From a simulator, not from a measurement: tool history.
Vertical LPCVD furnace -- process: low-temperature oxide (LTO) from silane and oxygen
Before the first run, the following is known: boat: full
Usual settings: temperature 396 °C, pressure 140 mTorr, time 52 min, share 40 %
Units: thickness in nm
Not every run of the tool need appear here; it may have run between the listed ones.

| run | day | temperature | pressure | time | share | read-back reference wafer on the same gauge, thickness | thickness |
|---|---|---|---|---|---|---|---|
| 1 | 0 | 396 | 140 | 52 | 40 | 282.3 | 303.88 |
| 2 | 1.171 | 396 | 140 | 52 | 40 | 282.16 | 304.42 |
| 3 | 2.438 | 396 | 140 | 52 | 40 | 281.85 | 303.87 |
| 4 | 2.942 | 396 | 140 | 52 | 40 | 282.17 | 303.14 |
| 5 | 4.183 | 396 | 140 | 52 | 40 | 282.14 | 303.21 |
| 6 | 5.229 | 396 | 140 | 52 | 40 | 281.7 | 303.06 |
| 7 | 6.304 | 396 | 140 | 52 | 40 | 281.82 | 305.06 |
|  | 6.938 | gauge calibrated |
| 8 | 6.992 | 396 | 140 | 52 | 40 | 282.06 | 304.3 |
| 9 | 7.996 | 396 | 140 | 52 | 40 | 281.88 | 305.25 |
| 10 | 9.258 | 396 | 140 | 52 | 40 | 281.99 | 304.62 |
| 11 | 10.646 | 396 | 140 | 52 | 40 | 281.61 | 305.12 |
| 12 | 11.529 | 396 | 140 | 52 | 40 | 282.23 | 303.72 |
|  | 13.625 | pressure gauge zeroed |
| 13 | 13.646 | 396 | 140 | 52 | 40 | 282.07 | 303.38 |
| 14 | 14.138 | 396 | 140 | 52 | 40 | 282.31 | 304.29 |
|  | 16.108 | silane flow controller replaced |
| 15 | 16.129 | 386 | 140 | 52 | 42 | 281.89 | 289.39 |
| 16 | 16.346 | 386 | 105 | 70.5 | 40 | 281.8 | 276.34 |
| 17 | 17.129 | 396 | 140 | 52 | 40 | 282.17 | 303.41 |
| 18 | 17.704 | 396 | 140 | 52 | 40 | 281.9 | 304.73 |
|  | 18.879 | thermocouples replaced and temperature profile calibrated |
| 19 | 18.9 | 407 | 140 | 32 | 42 | 282.22 | 212.34 |
|  | 19.658 | gauge calibrated |
| 20 | 19.942 | 396 | 140 | 52 | 34 | 281.97 | 235.21 |
| 21 | 20.871 | 387 | 140 | 52 | 40 | 281.82 | 261.52 |
| 22 | 21.846 | 396 | 140 | 52 | 44 | 282.42 | 323.14 |
| 23 | 23.329 | 396 | 140 | 52 | 40 | 282.11 | 291.35 |
| 24 | 24.146 | 406 | 165 | 39 | 43 | 281.99 | 311.24 |
| 25 | 24.75 | 387 | 165 | 52 | 40 | 282.06 | 310.15 |
| 26 | 25.5 | 387 | 125 | 36.5 | 34 | 281.79 | 133.43 |

Pick out some run-to-run changes in thickness. Of each, how much would a tool without hidden state show as well, from the settings, what came in and chance, and how much is left for the hidden state and any gauge scatter not in both results compared?
Unlogged tool condition in this case: true tube temperature minus thermocouple reading, K; true pressure minus gauge reading, mTorr; deviation of the silane flow from its setpoint, %; gauge reads high (%).
Run 18 -> 19: temperature 396 -> 407, time 52 -> 32, share 40 -> 42, thermocouples replaced and temperature profile calibrated. thickness -92.39 nm: hidden state -14.85, all else -77.54.
Run 25 -> 26: pressure 165 -> 125, time 52 -> 36.5, share 40 -> 34. thickness -176.72 nm: hidden state -1.46, all else -175.26.

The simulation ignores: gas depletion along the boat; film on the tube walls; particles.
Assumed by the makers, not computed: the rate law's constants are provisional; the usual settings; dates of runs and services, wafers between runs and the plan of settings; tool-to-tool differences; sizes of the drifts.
